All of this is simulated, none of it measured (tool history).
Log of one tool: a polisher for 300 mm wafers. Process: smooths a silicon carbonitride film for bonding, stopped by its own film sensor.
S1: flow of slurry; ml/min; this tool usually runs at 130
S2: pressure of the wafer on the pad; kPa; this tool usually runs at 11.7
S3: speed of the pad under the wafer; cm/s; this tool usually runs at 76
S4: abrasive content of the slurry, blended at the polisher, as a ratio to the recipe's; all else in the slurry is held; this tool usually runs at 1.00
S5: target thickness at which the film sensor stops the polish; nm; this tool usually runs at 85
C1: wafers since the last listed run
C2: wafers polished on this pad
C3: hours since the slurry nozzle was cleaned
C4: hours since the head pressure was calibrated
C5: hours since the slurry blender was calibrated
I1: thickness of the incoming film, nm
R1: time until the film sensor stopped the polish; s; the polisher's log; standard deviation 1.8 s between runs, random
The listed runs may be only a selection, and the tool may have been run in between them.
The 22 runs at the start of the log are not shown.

| run | hour | S1 | S2 | S3 | S4 | S5 | C1 | C2 | C3 | C4 | C5 | I1 | R1 |
|---|---|---|---|---|---|---|---|---|---|---|---|---|---|
|  | 1116.0 | worn pad replaced by a new one |
| 23 | 1123.0 | 130 | 11.7 | 56 | 1.00 | 85 | 173 | 35 | 309.5 | 400.3 | 151.0 | 109.6 | 183.4 |
| 24 | 1182.9 | 100 | 14.5 | 76 | 1.00 | 85 | 298 | 334 | 369.4 | 460.2 | 210.9 | 110.0 | 127.0 |
|  | 1194.5 | head pressure recalibrated |
|  | 1204.9 | slurry nozzle cleaned |
| 25 | 1207.7 | 130 | 11.7 | 76 | 1.00 | 85 | 108 | 442 | 2.8 | 13.2 | 235.7 | 110.4 | 116.3 |
| 26 | 1269.3 | 130 | 11.7 | 76 | 1.00 | 90 | 307 | 750 | 64.4 | 74.8 | 297.3 | 108.3 | 93.5 |
| 27 | 1313.8 | 130 | 13.1 | 96 | 0.85 | 77 | 222 | 972 | 108.9 | 119.3 | 341.8 | 110.0 | 134.1 |
| 28 | 1364.9 | 130 | 11.7 | 76 | 1.00 | 85 | 255 | 1227 | 160.0 | 170.4 | 392.9 | 111.2 | 140.0 |
| 29 | 1422.0 | 130 | 11.7 | 76 | 1.00 | 85 | 284 | 1512 | 217.1 | 227.5 | 450.0 | 111.9 | 143.4 |
|  | 1438.8 | slurry blender recalibrated |
|  | 1589.0 | worn pad replaced by a new one |
|  | 1618.6 | slurry nozzle cleaned |
| 30 | 1620.4 | 100 | 9.0 | 98 | 1.00 | 93 | 955 | 151 | 1.8 | 425.9 | 181.6 | 109.9 | 96.7 |
| 31 | 1685.0 | 130 | 11.7 | 76 | 1.00 | 85 | 322 | 474 | 66.4 | 490.5 | 246.2 | 109.2 | 129.7 |

Each row is a separate what-if for the run after 31, all from the same tool condition, not one after another. Results?
| A | 1685.5 | 130 | 14.5 | 76 | 1.00 | 85 | 2 | 476 | 66.9 | 491.0 | 246.7 | 111.1 | ? |
| B | 1685.5 | 100 | 7.6 | 76 | 1.15 | 93 | 2 | 476 | 66.9 | 491.0 | 246.7 | 111.1 | ? |
| C | 1685.5 | 90 | 11.7 | 86 | 0.75 | 85 | 2 | 476 | 66.9 | 491.0 | 246.7 | 111.1 | ? |

| run | R1 |
|---|---|
| A | 115.6 |
| B | 149.0 |
| C | 161.0 |
Without the tool's hidden state the same runs would have given:
| run | R1 |
|---|---|
| A | 99.2 |
| B | 126.8 |
| C | 136.6 |
